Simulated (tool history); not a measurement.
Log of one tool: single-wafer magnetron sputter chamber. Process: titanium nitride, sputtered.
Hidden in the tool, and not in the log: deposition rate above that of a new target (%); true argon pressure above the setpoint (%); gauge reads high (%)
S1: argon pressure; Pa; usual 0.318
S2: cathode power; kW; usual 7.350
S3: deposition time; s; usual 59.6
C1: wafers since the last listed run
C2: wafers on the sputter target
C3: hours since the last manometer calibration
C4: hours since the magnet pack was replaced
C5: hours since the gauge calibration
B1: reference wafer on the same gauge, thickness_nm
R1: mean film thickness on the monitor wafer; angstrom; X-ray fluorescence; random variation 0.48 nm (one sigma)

run	day	S1	S2	S3	C1	C2	C3	C4	C5	B1	R1
1	0.000	0.318	7.350	59.6	0	4530	1425.6	4212.8	490.6	72.140	834.22
2	2.204	0.318	7.350	59.6	1237	5768	1478.5	4265.7	543.5	72.242	823.66
3	4.283	0.391	7.350	59.6	1167	6935	1528.4	4315.6	593.4	72.211	791.06
# day 5.642: sputter target and shields replaced
4	6.512	0.391	7.350	59.6	1064	487	1581.9	4369.1	646.9	72.202	846.21
5	7.562	0.391	7.350	59.6	589	1077	1607.1	4394.3	672.1	72.153	829.15
6	10.042	0.318	7.350	59.6	1391	2468	1666.6	4453.8	731.6	72.242	836.16
7	12.229	0.318	7.350	59.6	1227	3696	1719.1	4506.3	784.1	72.099	833.05
8	15.054	0.318	7.350	59.6	1585	5282	1786.9	4574.1	851.9	72.217	825.43
# day 16.762: magnet pack replaced
# day 17.292: sputter target and shields replaced
9	17.329	0.191	9.150	50.4	902	21	1841.5	13.6	906.5	72.045	930.90
10	18.408	0.318	7.350	59.6	605	626	1867.4	39.5	932.4	72.213	854.69
11	19.892	0.229	8.950	56.5	832	1459	1903.0	75.1	968.0	72.179	978.80
# day 20.708: gauge calibrated
12	22.221	0.402	7.350	67.1	1307	2767	1958.9	131.0	36.3	72.097	907.86
# day 23.471: capacitance manometer re-zeroed and calibrated
13	24.904	0.272	6.450	52.8	1319	4086	34.4	195.4	100.7	72.273	680.66
14	26.217	0.318	8.400	59.6	736	4822	65.9	226.9	132.2	72.196	912.78
# day 29.217: sputter target and shields replaced
15	29.238	0.417	8.550	64.5	1508	11	138.4	299.4	204.7	72.242	1009.65
16	31.896	0.318	7.850	48.5	1492	1503	202.2	363.2	268.5	72.195	714.60

The same runs without the tool's hidden state, with the same run-to-run variation:
run	R1
1	883.34
2	875.53
3	842.71
4	859.20
5	851.66
6	874.70
7	879.55
8	877.29
9	935.27
10	871.11
11	1012.39
12	953.09
13	721.39
14	970.15
15	1018.80
16	743.12

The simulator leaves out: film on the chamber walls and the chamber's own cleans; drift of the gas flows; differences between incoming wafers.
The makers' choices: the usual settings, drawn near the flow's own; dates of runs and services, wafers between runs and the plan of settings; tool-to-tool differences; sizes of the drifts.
